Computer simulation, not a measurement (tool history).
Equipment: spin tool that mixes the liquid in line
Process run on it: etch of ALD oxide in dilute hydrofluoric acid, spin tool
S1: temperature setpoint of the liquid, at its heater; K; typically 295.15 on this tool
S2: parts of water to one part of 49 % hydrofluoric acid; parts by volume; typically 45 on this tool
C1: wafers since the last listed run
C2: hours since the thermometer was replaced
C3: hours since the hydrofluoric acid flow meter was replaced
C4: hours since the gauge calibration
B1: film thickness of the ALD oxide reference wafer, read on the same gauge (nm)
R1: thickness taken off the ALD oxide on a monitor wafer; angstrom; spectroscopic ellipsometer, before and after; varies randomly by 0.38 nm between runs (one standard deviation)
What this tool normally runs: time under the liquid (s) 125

Run 1, day 0: usual settings; C1 0; C2 1869.3; C3 712.7; C4 1173.3; B1 129.97. Result: R1 628.8 angstrom.
Run 2, day 2.442: usual settings; C1 660; C2 1927.9; C3 771.3; C4 1231.9; B1 130.02. Result: R1 628.5 angstrom.
Run 3, day 12.221: usual settings but S1 299.15 K; C1 2645; C2 2162.6; C3 1006; C4 1466.6; B1 130.03. Result: R1 749.1 angstrom.
Run 4, day 14.367: usual settings; C1 580; C2 2214.1; C3 1057.5; C4 1518.1; B1 130.01. Result: R1 626 angstrom.
Run 5, day 17.1: usual settings; C1 739; C2 2279.7; C3 1123.1; C4 1583.7; B1 129.98. Result: R1 626.1 angstrom.
At day 17.642: hydrofluoric acid flow meter replaced.
Run 6, day 19.271: usual settings but S1 293.15 K, S2 60 parts by volume; C1 576; C2 2331.8; C3 39.1; C4 1635.8; B1 129.98. Result: R1 426 angstrom.
Run 7, day 23.729: usual settings but S2 50 parts by volume; C1 1206; C2 2438.8; C3 146.1; C4 1742.8; B1 129.98. Result: R1 561.7 angstrom.
Run 8, day 28.204: usual settings; C1 1210; C2 2546.2; C3 253.5; C4 1850.2; B1 130.07. Result: R1 625.6 angstrom.
Run 9, day 30.054: usual settings but time under the liquid (s) 90; C1 500; C2 2590.6; C3 297.9; C4 1894.6; B1 130. Result: R1 455.5 angstrom.
At day 31.196: thermometer replaced.
Run 10, day 32.238: usual settings; C1 579; C2 25; C3 350.3; C4 1947; B1 129.99. Result: R1 625.4 angstrom.
Run 11, day 36.521: usual settings; C1 1158; C2 127.8; C3 453.1; C4 2049.8; B1 130.03. Result: R1 628.8 angstrom.
Run 12, day 39.462: usual settings; C1 795; C2 198.4; C3 523.7; C4 2120.4; B1 130.07. Result: R1 631.8 angstrom.
Run 13, day 43.879: usual settings but S1 297.15 K; C1 1194; C2 304.4; C3 629.7; C4 2226.4; B1 129.99. Result: R1 679.2 angstrom.
Run 14, day 46.592: usual settings but S1 297.15 K; C1 733; C2 369.5; C3 694.8; C4 2291.5; B1 129.98. Result: R1 688.3 angstrom.
Run 15, day 50.242: usual settings but S1 299.65 K, time under the liquid (s) 100; C1 987; C2 457.1; C3 782.4; C4 2379.1; B1 130.01. Result: R1 606.8 angstrom.
Run 16, day 52.475: usual settings but S2 25 parts by volume; C1 604; C2 510.7; C3 836; C4 2432.7; B1 129.95. Result: R1 1163 angstrom.
Run 17, day 56.05: usual settings but S1 293.65 K, S2 30 parts by volume, time under the liquid (s) 150; C1 967; C2 596.5; C3 921.8; C4 2518.5; B1 129.98. Result: R1 1087.6 angstrom.
Run 18, day 58.196: usual settings but S1 296.65 K, S2 50 parts by volume; C1 580; C2 648; C3 973.3; C4 2570; B1 129.99. Result: R1 600.9 angstrom.
At day 60.033: gauge calibrated.
Run 19, day 62.108: usual settings but S2 60 parts by volume, time under the liquid (s) 75; C1 1058; C2 741.9; C3 1067.2; C4 49.8; B1 129.98. Result: R1 276.9 angstrom.
Run 20, day 65.971: usual settings but S1 290.65 K, S2 35 parts by volume, time under the liquid (s) 55; C1 1045; C2 834.6; C3 1159.9; C4 142.5; B1 130.02. Result: R1 298.1 angstrom.
Run 21, day 67.671: usual settings but S1 298.15 K, S2 65 parts by volume; C1 459; C2 875.4; C3 1200.7; C4 183.3; B1 129.99. Result: R1 478 angstrom.
At day 69.267: hydrofluoric acid flow meter replaced.
Run 22, day 80.404: usual settings; C1 3433; C2 1181; C3 267.3; C4 488.9; B1 129.96. Result: R1 621.6 angstrom.
Run 23, day 85.425: usual settings but S1 293.65 K, S2 30 parts by volume, time under the liquid (s) 150; C1 1358; C2 1301.5; C3 387.8; C4 609.4; B1 130. Result: R1 1085.4 angstrom.
Run 24, day 88.592: usual settings but S1 297.15 K, S2 30 parts by volume, time under the liquid (s) 60; C1 856; C2 1377.5; C3 463.8; C4 685.4; B1 129.98. Result: R1 504.8 angstrom.
Run 25, day 92.504: usual settings but S1 296.65 K; C1 1058; C2 1471.4; C3 557.7; C4 779.3; B1 130.02. Result: R1 669.1 angstrom.
Run 26, day 94.892: usual settings; C1 645; C2 1528.7; C3 615; C4 836.6; B1 129.99. Result: R1 624.7 angstrom.
Run 27, day 97.438: usual settings but S1 296.65 K, S2 35 parts by volume, time under the liquid (s) 165; C1 688; C2 1589.8; C3 676.1; C4 897.7; B1 129.99. Result: R1 1137.7 angstrom.
Run 28, day 100.858: usual settings; C1 925; C2 1671.9; C3 758.2; C4 979.8; B1 130.01. Result: R1 636.1 angstrom.

Here are 3 independent what-if runs from the current tool condition. What would each one return?
Run A, day 100.879: usual settings; C1 5; C2 1672.4; C3 758.7; C4 980.3; B1 ?. Result: R1 ?.
Run B, day 100.879: usual settings but S2 60 parts by volume; C1 5; C2 1672.4; C3 758.7; C4 980.3; B1 ?. Result: R1 ?.
Run C, day 100.879: usual settings but S1 298.15 K, S2 55 parts by volume, time under the liquid (s) 85; C1 5; C2 1672.4; C3 758.7; C4 980.3; B1 ?. Result: R1 ?.

run      B1     R1
  A  129.96  622.6
  B  129.96  458.2
  C  129.96    387
Had the tool no hidden state, the same runs would have come out as:
run     R1
  A  622.6
  B  458.2
  C    387
